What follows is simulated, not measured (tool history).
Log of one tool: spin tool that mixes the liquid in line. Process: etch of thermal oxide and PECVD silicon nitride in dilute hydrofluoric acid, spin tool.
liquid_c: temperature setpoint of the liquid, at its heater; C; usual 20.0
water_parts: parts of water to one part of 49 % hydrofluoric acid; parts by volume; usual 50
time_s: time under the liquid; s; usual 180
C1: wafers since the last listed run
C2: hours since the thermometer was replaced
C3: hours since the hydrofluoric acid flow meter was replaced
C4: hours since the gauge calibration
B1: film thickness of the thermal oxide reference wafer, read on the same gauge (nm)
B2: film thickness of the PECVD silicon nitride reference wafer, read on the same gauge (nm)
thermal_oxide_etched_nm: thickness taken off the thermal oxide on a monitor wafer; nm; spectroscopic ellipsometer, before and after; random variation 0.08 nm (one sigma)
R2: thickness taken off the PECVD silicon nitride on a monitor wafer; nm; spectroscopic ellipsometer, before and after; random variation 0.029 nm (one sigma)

Run 1, hour 0.0: usual settings; C1 0; C2 2227.2; C3 1814.4; C4 696.3; B1 90.01; B2 50.02. Result: thermal_oxide_etched_nm 14.30 nm, R2 6.26 nm.
Run 2, hour 27.6: usual settings but liquid_c 21.5 C; C1 236; C2 2254.8; C3 1842.0; C4 723.9; B1 90.00; B2 50.01. Result: thermal_oxide_etched_nm 15.44 nm, R2 6.91 nm.
Run 3, hour 93.6: usual settings but liquid_c 21.5 C; C1 564; C2 2320.8; C3 1908.0; C4 789.9; B1 90.02; B2 49.97. Result: thermal_oxide_etched_nm 15.24 nm, R2 6.89 nm.
Run 4, hour 126.2: usual settings but liquid_c 21.5 C; C1 278; C2 2353.4; C3 1940.6; C4 822.5; B1 89.98; B2 49.98. Result: thermal_oxide_etched_nm 15.22 nm, R2 6.89 nm.
Run 5, hour 170.4: usual settings but time_s 215 s; C1 378; C2 2397.6; C3 1984.8; C4 866.7; B1 89.97; B2 50.03. Result: thermal_oxide_etched_nm 16.93 nm, R2 7.44 nm.
Run 6, hour 204.8: usual settings but time_s 215 s; C1 294; C2 2432.0; C3 2019.2; C4 901.1; B1 89.95; B2 49.97. Result: thermal_oxide_etched_nm 17.05 nm, R2 7.38 nm.
Run 7, hour 230.1: usual settings but time_s 215 s; C1 216; C2 2457.3; C3 2044.5; C4 926.4; B1 89.99; B2 50.01. Result: thermal_oxide_etched_nm 17.12 nm, R2 7.42 nm.
Run 8, hour 270.3: usual settings; C1 343; C2 2497.5; C3 2084.7; C4 966.6; B1 90.01; B2 49.98. Result: thermal_oxide_etched_nm 14.36 nm, R2 6.20 nm.
Run 9, hour 340.0: usual settings; C1 596; C2 2567.2; C3 2154.4; C4 1036.3; B1 89.98; B2 50.03. Result: thermal_oxide_etched_nm 14.32 nm, R2 6.14 nm.
Run 10, hour 389.5: usual settings; C1 423; C2 2616.7; C3 2203.9; C4 1085.8; B1 90.04; B2 50.00. Result: thermal_oxide_etched_nm 14.17 nm, R2 6.19 nm.
At hour 403.5: hydrofluoric acid flow meter replaced.
Run 11, hour 429.6: usual settings but liquid_c 24.0 C; C1 334; C2 2656.8; C3 26.1; C4 1125.9; B1 90.03; B2 49.99. Result: thermal_oxide_etched_nm 17.92 nm, R2 8.61 nm.
Run 12, hour 485.4: usual settings but liquid_c 24.0 C; C1 477; C2 2712.6; C3 81.9; C4 1181.7; B1 89.96; B2 49.99. Result: thermal_oxide_etched_nm 17.91 nm, R2 8.59 nm.
At hour 542.2: thermometer replaced.
At hour 559.1: gauge calibrated.
Run 13, hour 618.7: usual settings but liquid_c 24.0 C; C1 1132; C2 76.5; C3 215.2; C4 59.6; B1 90.01; B2 50.01. Result: thermal_oxide_etched_nm 17.74 nm, R2 8.56 nm.
Run 14, hour 647.2: usual settings but liquid_c 24.0 C, water_parts 35 parts by volume, time_s 260 s; C1 243; C2 105.0; C3 243.7; C4 88.1; B1 90.00; B2 50.01. Result: thermal_oxide_etched_nm 37.41 nm, R2 17.49 nm.
Run 15, hour 714.6: usual settings; C1 576; C2 172.4; C3 311.1; C4 155.5; B1 90.01; B2 50.00. Result: thermal_oxide_etched_nm 15.09 nm, R2 6.49 nm.
Run 16, hour 744.2: usual settings but liquid_c 17.0 C, water_parts 60 parts by volume, time_s 150 s; C1 253; C2 202.0; C3 340.7; C4 185.1; B1 89.98; B2 50.02. Result: thermal_oxide_etched_nm 9.03 nm, R2 3.69 nm.
Run 17, hour 801.0: usual settings but liquid_c 17.0 C, water_parts 75 parts by volume; C1 486; C2 258.8; C3 397.5; C4 241.9; B1 89.98; B2 49.97. Result: thermal_oxide_etched_nm 8.52 nm, R2 3.52 nm.
Run 18, hour 863.2: usual settings but liquid_c 18.5 C, water_parts 70 parts by volume; C1 532; C2 321.0; C3 459.7; C4 304.1; B1 90.03; B2 50.00. Result: thermal_oxide_etched_nm 9.80 nm, R2 4.23 nm.
Run 19, hour 922.0: usual settings but liquid_c 25.0 C, water_parts 65 parts by volume, time_s 210 s; C1 503; C2 379.8; C3 518.5; C4 362.9; B1 89.99; B2 50.01. Result: thermal_oxide_etched_nm 16.03 nm, R2 8.22 nm.
Run 20, hour 981.7: usual settings but liquid_c 25.0 C, water_parts 70 parts by volume, time_s 280 s; C1 510; C2 439.5; C3 578.2; C4 422.6; B1 90.01; B2 50.00. Result: thermal_oxide_etched_nm 19.82 nm, R2 10.16 nm.
Run 21, hour 1008.4: usual settings but liquid_c 22.5 C, time_s 255 s; C1 228; C2 466.2; C3 604.9; C4 449.3; B1 89.99; B2 50.03. Result: thermal_oxide_etched_nm 23.52 nm, R2 10.86 nm.
Run 22, hour 1067.9: usual settings but liquid_c 17.0 C, water_parts 65 parts by volume, time_s 265 s; C1 509; C2 525.7; C3 664.4; C4 508.8; B1 90.03; B2 50.04. Result: thermal_oxide_etched_nm 14.62 nm, R2 5.97 nm.
Run 23, hour 1097.2: usual settings; C1 250; C2 555.0; C3 693.7; C4 538.1; B1 89.99; B2 50.05. Result: thermal_oxide_etched_nm 14.79 nm, R2 6.46 nm.
Run 24, hour 1146.5: usual settings but water_parts 65 parts by volume; C1 421; C2 604.3; C3 743.0; C4 587.4; B1 89.96; B2 49.95. Result: thermal_oxide_etched_nm 11.24 nm, R2 4.97 nm.
Run 25, hour 1180.7: usual settings but liquid_c 18.5 C, water_parts 70 parts by volume; C1 292; C2 638.5; C3 777.2; C4 621.6; B1 90.00; B2 50.00. Result: thermal_oxide_etched_nm 9.71 nm, R2 4.14 nm.

Forecast run 26:
Run 26, hour 1210.1: usual settings; C1 251; C2 667.9; C3 806.6; C4 651.0; B1 ?; B2 ?. Result: thermal_oxide_etched_nm ?, R2 ?.

Run 26 gave B1 89.99, B2 49.97, thermal_oxide_etched_nm 14.77 nm, R2 6.43 nm.
Without the tool's hidden state the same run would have given thermal_oxide_etched_nm 15.11 nm, R2 6.57 nm.
